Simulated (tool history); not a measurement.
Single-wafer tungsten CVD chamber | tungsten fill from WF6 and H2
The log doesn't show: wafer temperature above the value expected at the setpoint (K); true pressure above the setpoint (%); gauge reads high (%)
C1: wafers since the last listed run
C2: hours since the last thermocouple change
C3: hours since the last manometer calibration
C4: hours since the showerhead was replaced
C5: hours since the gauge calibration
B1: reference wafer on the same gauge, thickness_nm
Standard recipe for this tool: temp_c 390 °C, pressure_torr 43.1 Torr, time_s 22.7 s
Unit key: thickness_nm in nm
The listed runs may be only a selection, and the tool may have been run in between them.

{"run": 1, "hour": 0.0, "temp_c": 399, "pressure_torr": 43.1, "time_s": 22.7, "C1": 0, "C2": 1963.4, "C3": 1919.7, "C4": 3284.4, "C5": 204.1, "B1": 75.499, "thickness_nm": 86.004}
{"run": 2, "hour": 26.7, "temp_c": 390, "pressure_torr": 43.1, "time_s": 22.7, "C1": 363, "C2": 1990.1, "C3": 1946.4, "C4": 3311.1, "C5": 230.8, "B1": 75.568, "thickness_nm": 74.649}
{"run": 3, "hour": 55.8, "temp_c": 397, "pressure_torr": 43.1, "time_s": 22.7, "C1": 396, "C2": 2019.2, "C3": 1975.5, "C4": 3340.2, "C5": 259.9, "B1": 75.245, "thickness_nm": 84.038}
{"run": 4, "hour": 139.6, "temp_c": 390, "pressure_torr": 43.1, "time_s": 22.7, "C1": 1142, "C2": 2103, "C3": 2059.3, "C4": 3424, "C5": 343.7, "B1": 75.652, "thickness_nm": 74.957}
{"run": 5, "hour": 195.9, "temp_c": 390, "pressure_torr": 43.1, "time_s": 22.7, "C1": 767, "C2": 2159.3, "C3": 2115.6, "C4": 3480.3, "C5": 400, "B1": 75.562, "thickness_nm": 74.397}
{"run": 6, "hour": 211.3, "temp_c": 390, "pressure_torr": 43.1, "time_s": 22.7, "C1": 209, "C2": 2174.7, "C3": 2131, "C4": 3495.7, "C5": 415.4, "B1": 75.517, "thickness_nm": 75.247}
{"hour": 243.1, "done": "showerhead replaced"}
{"run": 7, "hour": 243.9, "temp_c": 390, "pressure_torr": 43.1, "time_s": 22.7, "C1": 335, "C2": 2207.3, "C3": 2163.6, "C4": 0.8, "C5": 448, "B1": 75.439, "thickness_nm": 75.301}
{"hour": 271.0, "done": "thermocouple changed; heater temperature recalibrated"}
{"run": 8, "hour": 271.5, "temp_c": 390, "pressure_torr": 43.1, "time_s": 22.7, "C1": 267, "C2": 0.5, "C3": 2191.2, "C4": 28.4, "C5": 475.6, "B1": 75.356, "thickness_nm": 67.406}
{"run": 9, "hour": 287.2, "temp_c": 390, "pressure_torr": 43.1, "time_s": 22.7, "C1": 213, "C2": 16.2, "C3": 2206.9, "C4": 44.1, "C5": 491.3, "B1": 75.415, "thickness_nm": 68.209}
{"run": 10, "hour": 318.7, "temp_c": 390, "pressure_torr": 43.1, "time_s": 22.7, "C1": 429, "C2": 47.7, "C3": 2238.4, "C4": 75.6, "C5": 522.8, "B1": 75.455, "thickness_nm": 68.41}
{"run": 11, "hour": 345.1, "temp_c": 390, "pressure_torr": 43.1, "time_s": 22.7, "C1": 359, "C2": 74.1, "C3": 2264.8, "C4": 102, "C5": 549.2, "B1": 75.517, "thickness_nm": 68.805}
{"run": 12, "hour": 368.3, "temp_c": 390, "pressure_torr": 43.1, "time_s": 22.7, "C1": 316, "C2": 97.3, "C3": 2288, "C4": 125.2, "C5": 572.4, "B1": 75.508, "thickness_nm": 68.27}
{"run": 13, "hour": 394.1, "temp_c": 379, "pressure_torr": 43.1, "time_s": 24.4, "C1": 351, "C2": 123.1, "C3": 2313.8, "C4": 151, "C5": 598.2, "B1": 75.597, "thickness_nm": 61.295}
{"run": 14, "hour": 409.4, "temp_c": 390, "pressure_torr": 49.5, "time_s": 23.9, "C1": 208, "C2": 138.4, "C3": 2329.1, "C4": 166.3, "C5": 613.5, "B1": 75.527, "thickness_nm": 75.413}
{"hour": 423.6, "done": "capacitance manometer re-zeroed and calibrated"}
{"run": 15, "hour": 440.9, "temp_c": 383, "pressure_torr": 43.1, "time_s": 24.5, "C1": 320, "C2": 169.9, "C3": 17.3, "C4": 197.8, "C5": 645, "B1": 75.618, "thickness_nm": 66.573}
{"run": 16, "hour": 463.0, "temp_c": 390, "pressure_torr": 49.5, "time_s": 23.9, "C1": 301, "C2": 192, "C3": 39.4, "C4": 219.9, "C5": 667.1, "B1": 75.519, "thickness_nm": 76.295}
{"run": 17, "hour": 475.5, "temp_c": 378, "pressure_torr": 43.1, "time_s": 18.3, "C1": 170, "C2": 204.5, "C3": 51.9, "C4": 232.4, "C5": 679.6, "B1": 75.332, "thickness_nm": 45.583}
{"run": 18, "hour": 487.5, "temp_c": 397, "pressure_torr": 48.8, "time_s": 20.6, "C1": 163, "C2": 216.5, "C3": 63.9, "C4": 244.4, "C5": 691.6, "B1": 75.488, "thickness_nm": 72.631}
{"hour": 510.5, "done": "gauge calibrated"}
{"run": 19, "hour": 582.8, "temp_c": 390, "pressure_torr": 43.1, "time_s": 22.7, "C1": 1298, "C2": 311.8, "C3": 159.2, "C4": 339.7, "C5": 72.3, "B1": 75.612, "thickness_nm": 70.81}
{"run": 20, "hour": 602.5, "temp_c": 398, "pressure_torr": 48.5, "time_s": 22.7, "C1": 268, "C2": 331.5, "C3": 178.9, "C4": 359.4, "C5": 92, "B1": 75.434, "thickness_nm": 82.902}

Estimate the outcome of run 21 from the log above:
{"run": 21, "hour": 619.2, "temp_c": 400, "pressure_torr": 39, "time_s": 26.5, "C1": 227, "C2": 348.2, "C3": 195.6, "C4": 376.1, "C5": 108.7, "B1": "?", "thickness_nm": "?"}

{"run 21": {"B1": 75.407, "thickness_nm": 94.81}}
Minus the tool's unlogged condition, the same run would have read thickness_nm 90.875 nm.
